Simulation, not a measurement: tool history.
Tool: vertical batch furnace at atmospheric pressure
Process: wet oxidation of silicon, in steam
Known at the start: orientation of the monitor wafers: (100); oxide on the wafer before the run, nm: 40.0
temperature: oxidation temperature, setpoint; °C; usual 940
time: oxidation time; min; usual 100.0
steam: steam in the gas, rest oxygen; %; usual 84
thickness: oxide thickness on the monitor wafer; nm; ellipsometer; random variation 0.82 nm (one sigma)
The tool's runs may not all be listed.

run	hour	temperature	time	steam	read-back reference wafer on the same gauge, thickness	thickness
1	0.0	940	76.5	84	318.04	274.69
2	65.2	940	100.0	84	318.06	331.65
3	103.1	940	100.0	84	317.87	332.39
4	170.4	940	100.0	84	318.12	330.66
5	210.0	929	100.0	84	318.03	302.76
6	313.3	940	100.0	84	318.07	332.19
7	353.0	940	100.0	84	317.93	332.38
8	449.6	940	100.0	84	318.04	331.20
9	491.3	940	100.0	84	317.84	330.95
10	581.8	940	100.0	84	318.13	332.14
11	626.9	940	100.0	84	318.20	331.16
12	727.6	940	100.0	88	317.79	343.06
13	817.5	940	100.0	88	318.02	343.41
14	920.8	940	100.0	84	317.95	330.83
15	969.8	940	100.0	84	318.31	331.26
16	1027.4	921	100.0	84	317.95	283.56
# hour 1098.2: thermocouples replaced and temperature profile calibrated
17	1104.0	921	100.0	84	317.72	283.08
18	1159.8	940	55.5	84	317.93	219.65
19	1264.3	956	66.5	84	317.95	284.11
20	1364.7	940	100.0	84	317.82	330.56
# hour 1471.1: steam generator serviced
21	1471.6	917	137.0	84	317.81	342.01
22	1535.8	922	100.0	90	317.99	300.32
23	1573.5	940	100.0	84	318.09	333.04
24	1665.0	929	119.0	75	317.97	316.33
# hour 1707.2: gauge calibrated
25	1762.8	940	64.0	84	318.00	242.86
26	1855.4	940	100.0	84	317.96	332.46
27	1898.8	923	100.0	79	318.16	275.81
28	1980.3	925	69.5	87	317.96	231.24
29	2017.2	940	56.0	92	318.12	234.21
30	2117.5	940	100.0	72	318.08	296.26
31	2216.1	957	62.5	92	318.09	292.30
32	2307.3	940	100.0	93	318.05	356.97
33	2367.1	923	100.0	80	318.03	277.93
34	2441.5	940	100.0	84	317.78	331.84
35	2515.0	940	69.5	96	318.04	281.20
36	2573.5	940	100.0	77	317.89	311.86

Run 37 comes next. What will it give?
37	2624.0	925	118.0	92	?	?

{"run 37": {"read-back reference wafer on the same gauge, thickness": 317.97, "thickness": 349.61}}
Without the tool's hidden state the same run would have given thickness 349.61 nm.
